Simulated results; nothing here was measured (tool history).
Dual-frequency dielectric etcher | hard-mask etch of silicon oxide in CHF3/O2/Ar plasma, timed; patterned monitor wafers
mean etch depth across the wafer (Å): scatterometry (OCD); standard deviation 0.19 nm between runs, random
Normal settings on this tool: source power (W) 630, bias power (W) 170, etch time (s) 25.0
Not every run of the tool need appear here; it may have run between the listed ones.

| run | hour | source power (W) | bias power (W) | etch time (s) | wafers since the last listed run | hours since the last wet clean | hours since the last source power generator calibration | hours since the last bias power generator calibration | hours since the last upper electrode change | hours since the gauge calibration | read-back reference wafer on the same gauge, depth_nm | mean etch depth across the wafer (Å) |
|---|---|---|---|---|---|---|---|---|---|---|---|---|
| 1 | 0.0 | 630 | 170 | 25.0 | 0 | 14.0 | 120.0 | 2266.3 | 2656.2 | 1838.4 | 41.55 | 473.0 |
|  | 93.9 | bias power generator calibrated |
| 2 | 105.4 | 630 | 170 | 25.0 | 1109 | 119.4 | 225.4 | 11.5 | 2761.6 | 1943.8 | 41.61 | 465.9 |
| 3 | 209.1 | 630 | 170 | 25.0 | 1134 | 223.1 | 329.1 | 115.2 | 2865.3 | 2047.5 | 41.57 | 466.0 |
| 4 | 423.4 | 630 | 170 | 25.0 | 2344 | 437.4 | 543.4 | 329.5 | 3079.6 | 2261.8 | 41.66 | 463.1 |
|  | 462.8 | upper electrode replaced |
| 5 | 468.6 | 630 | 141 | 25.0 | 231 | 482.6 | 588.6 | 374.7 | 5.8 | 2307.0 | 41.59 | 426.5 |
|  | 523.9 | bias power generator calibrated, repeated, since the last time left the tool worse |
| 6 | 557.4 | 630 | 170 | 25.0 | 927 | 571.4 | 677.4 | 33.5 | 94.6 | 2395.8 | 41.60 | 477.8 |
| 7 | 613.4 | 630 | 170 | 25.0 | 612 | 627.4 | 733.4 | 89.5 | 150.6 | 2451.8 | 41.60 | 476.0 |
|  | 637.4 | gauge calibrated |
| 8 | 680.8 | 530 | 146 | 25.0 | 737 | 694.8 | 800.8 | 156.9 | 218.0 | 43.4 | 41.64 | 427.1 |
|  | 750.1 | wet clean of the chamber |
| 9 | 772.0 | 630 | 170 | 25.0 | 735 | 21.9 | 892.0 | 248.1 | 309.2 | 134.6 | 41.63 | 475.5 |
| 10 | 842.7 | 630 | 170 | 29.0 | 773 | 92.6 | 962.7 | 318.8 | 379.9 | 205.3 | 41.60 | 553.4 |
| 11 | 915.1 | 630 | 170 | 25.0 | 792 | 165.0 | 1035.1 | 391.2 | 452.3 | 277.7 | 41.63 | 476.8 |
| 12 | 979.7 | 540 | 193 | 22.0 | 706 | 229.6 | 1099.7 | 455.8 | 516.9 | 342.3 | 41.59 | 423.5 |
| 13 | 1050.3 | 630 | 208 | 25.0 | 772 | 300.2 | 1170.3 | 526.4 | 587.5 | 412.9 | 41.60 | 522.6 |
| 14 | 1105.6 | 630 | 170 | 25.0 | 605 | 355.5 | 1225.6 | 581.7 | 642.8 | 468.2 | 41.58 | 476.0 |
| 15 | 1201.3 | 630 | 142 | 25.0 | 1047 | 451.2 | 1321.3 | 677.4 | 738.5 | 563.9 | 41.56 | 443.2 |
| 16 | 1295.7 | 670 | 170 | 31.5 | 1032 | 545.6 | 1415.7 | 771.8 | 832.9 | 658.3 | 41.60 | 611.1 |
| 17 | 1371.8 | 630 | 147 | 25.0 | 832 | 621.7 | 1491.8 | 847.9 | 909.0 | 734.4 | 41.61 | 444.7 |
|  | 1433.9 | wet clean of the chamber |
| 18 | 1476.4 | 760 | 189 | 25.0 | 881 | 42.5 | 1596.4 | 952.5 | 1013.6 | 839.0 | 41.64 | 523.8 |
| 19 | 1540.1 | 580 | 148 | 25.0 | 696 | 106.2 | 1660.1 | 1016.2 | 1077.3 | 902.7 | 41.63 | 436.9 |
| 20 | 1602.8 | 630 | 170 | 25.0 | 685 | 168.9 | 1722.8 | 1078.9 | 1140.0 | 965.4 | 41.63 | 475.0 |
| 21 | 1696.2 | 540 | 193 | 22.0 | 1021 | 262.3 | 1816.2 | 1172.3 | 1233.4 | 1058.8 | 41.61 | 425.9 |
| 22 | 1748.3 | 630 | 170 | 22.0 | 570 | 314.4 | 1868.3 | 1224.4 | 1285.5 | 1110.9 | 41.61 | 417.7 |
| 23 | 1844.3 | 530 | 187 | 28.0 | 1050 | 410.4 | 1964.3 | 1320.4 | 1381.5 | 1206.9 | 41.57 | 530.6 |
| 24 | 1886.1 | 630 | 170 | 25.0 | 457 | 452.2 | 2006.1 | 1362.2 | 1423.3 | 1248.7 | 41.56 | 474.3 |
| 25 | 1949.6 | 570 | 135 | 20.0 | 694 | 515.7 | 2069.6 | 1425.7 | 1486.8 | 1312.2 | 41.63 | 332.9 |
| 26 | 1992.6 | 780 | 170 | 25.0 | 470 | 558.7 | 2112.6 | 1468.7 | 1529.8 | 1355.2 | 41.62 | 503.7 |
| 27 | 2098.3 | 530 | 170 | 25.0 | 1156 | 664.4 | 2218.3 | 1574.4 | 1635.5 | 1460.9 | 41.60 | 452.0 |
|  | 2111.1 | source power generator calibrated |
| 28 | 2169.3 | 630 | 170 | 25.0 | 733 | 735.4 | 58.2 | 1645.4 | 1706.5 | 1531.9 | 41.57 | 473.9 |

What if the next run were any one of these 5? Each begins from the tool's condition after run 28:
| A | 2169.7 | 630 | 170 | 25.0 | 4 | 735.8 | 58.6 | 1645.8 | 1706.9 | 1532.3 | ? | ? |
| B | 2169.7 | 690 | 145 | 17.5 | 4 | 735.8 | 58.6 | 1645.8 | 1706.9 | 1532.3 | ? | ? |
| C | 2169.7 | 480 | 133 | 25.0 | 4 | 735.8 | 58.6 | 1645.8 | 1706.9 | 1532.3 | ? | ? |
| D | 2169.7 | 630 | 170 | 19.0 | 4 | 735.8 | 58.6 | 1645.8 | 1706.9 | 1532.3 | ? | ? |
| E | 2169.7 | 730 | 197 | 25.0 | 4 | 735.8 | 58.6 | 1645.8 | 1706.9 | 1532.3 | ? | ? |

| run | read-back reference wafer on the same gauge, depth_nm | mean etch depth across the wafer (Å) |
|---|---|---|
| A | 41.64 | 473.4 |
| B | 41.64 | 316.9 |
| C | 41.64 | 394.4 |
| D | 41.64 | 359.7 |
| E | 41.64 | 526.1 |
With the hidden condition removed and each run's random variation left untouched, the same runs would have given:
| run | mean etch depth across the wafer (Å) |
|---|---|
| A | 478.4 |
| B | 320.1 |
| C | 398.4 |
| D | 363.6 |
| E | 531.8 |
